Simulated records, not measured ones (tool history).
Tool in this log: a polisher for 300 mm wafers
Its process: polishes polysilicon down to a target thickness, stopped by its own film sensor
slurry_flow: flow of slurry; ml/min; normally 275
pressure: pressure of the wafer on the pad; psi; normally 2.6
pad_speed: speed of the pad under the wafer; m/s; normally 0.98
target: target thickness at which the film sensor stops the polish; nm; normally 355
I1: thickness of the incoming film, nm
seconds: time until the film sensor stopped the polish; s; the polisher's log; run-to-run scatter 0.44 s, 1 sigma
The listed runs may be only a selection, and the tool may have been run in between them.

{"run": 1, "hour": 0.0, "slurry_flow": 275, "pressure": 2.6, "pad_speed": 0.98, "target": 355, "I1": 862.5, "seconds": 75.8}
{"run": 2, "hour": 9.3, "slurry_flow": 275, "pressure": 2.6, "pad_speed": 0.98, "target": 355, "I1": 851.3, "seconds": 73.5}
{"run": 3, "hour": 21.4, "slurry_flow": 320, "pressure": 2.6, "pad_speed": 0.98, "target": 355, "I1": 850.6, "seconds": 72.0}
{"run": 4, "hour": 36.7, "slurry_flow": 320, "pressure": 2.6, "pad_speed": 0.98, "target": 355, "I1": 848.7, "seconds": 71.6}
{"run": 5, "hour": 53.3, "slurry_flow": 275, "pressure": 3.0, "pad_speed": 0.98, "target": 419, "I1": 839.0, "seconds": 54.0}
{"run": 6, "hour": 71.3, "slurry_flow": 275, "pressure": 3.0, "pad_speed": 0.98, "target": 419, "I1": 833.0, "seconds": 53.0}
{"hour": 88.8, "done": "worn pad replaced by a new one"}
{"run": 7, "hour": 89.3, "slurry_flow": 275, "pressure": 3.0, "pad_speed": 0.98, "target": 419, "I1": 860.6, "seconds": 56.7}
{"run": 8, "hour": 103.0, "slurry_flow": 275, "pressure": 2.6, "pad_speed": 0.98, "target": 355, "I1": 844.5, "seconds": 72.2}
{"run": 9, "hour": 117.6, "slurry_flow": 275, "pressure": 2.6, "pad_speed": 0.98, "target": 355, "I1": 846.2, "seconds": 72.2}
{"hour": 127.3, "done": "head pressure recalibrated"}
{"run": 10, "hour": 130.9, "slurry_flow": 275, "pressure": 3.1, "pad_speed": 1.2, "target": 355, "I1": 849.1, "seconds": 58.8}
{"run": 11, "hour": 148.7, "slurry_flow": 210, "pressure": 2.6, "pad_speed": 0.98, "target": 355, "I1": 852.3, "seconds": 89.4}
{"hour": 164.8, "done": "slurry nozzle cleaned"}
{"run": 12, "hour": 165.3, "slurry_flow": 225, "pressure": 2.6, "pad_speed": 0.98, "target": 276, "I1": 850.9, "seconds": 89.7}
{"run": 13, "hour": 175.6, "slurry_flow": 275, "pressure": 2.6, "pad_speed": 1.14, "target": 268, "I1": 834.9, "seconds": 76.6}
{"hour": 181.2, "done": "worn pad replaced by a new one"}
{"run": 14, "hour": 191.1, "slurry_flow": 275, "pressure": 2.6, "pad_speed": 0.98, "target": 355, "I1": 855.0, "seconds": 75.6}
{"run": 15, "hour": 204.0, "slurry_flow": 275, "pressure": 1.8, "pad_speed": 1.32, "target": 355, "I1": 852.5, "seconds": 86.5}
{"run": 16, "hour": 216.4, "slurry_flow": 275, "pressure": 2.6, "pad_speed": 1.24, "target": 520, "I1": 854.1, "seconds": 42.2}
{"run": 17, "hour": 232.7, "slurry_flow": 275, "pressure": 2.6, "pad_speed": 0.98, "target": 355, "I1": 848.2, "seconds": 75.7}

4 ways to go on from here, each from the tool as it stands after run 17. What would each give?
{"run": "A", "hour": 233.1, "slurry_flow": 275, "pressure": 2.6, "pad_speed": 0.98, "target": 355, "I1": 834.8, "seconds": "?"}
{"run": "B", "hour": 233.1, "slurry_flow": 330, "pressure": 2.6, "pad_speed": 0.98, "target": 355, "I1": 834.8, "seconds": "?"}
{"run": "C", "hour": 233.1, "slurry_flow": 185, "pressure": 2.6, "pad_speed": 0.98, "target": 355, "I1": 834.8, "seconds": "?"}
{"run": "D", "hour": 233.1, "slurry_flow": 205, "pressure": 2.9, "pad_speed": 0.98, "target": 235, "I1": 834.8, "seconds": "?"}

run=A seconds=72.6
run=B seconds=71.2
run=C seconds=77.0
run=D seconds=84.8
With no hidden state in the tool, these same runs would have given:
run=A seconds=72.8
run=B seconds=71.5
run=C seconds=76.9
run=D seconds=84.7

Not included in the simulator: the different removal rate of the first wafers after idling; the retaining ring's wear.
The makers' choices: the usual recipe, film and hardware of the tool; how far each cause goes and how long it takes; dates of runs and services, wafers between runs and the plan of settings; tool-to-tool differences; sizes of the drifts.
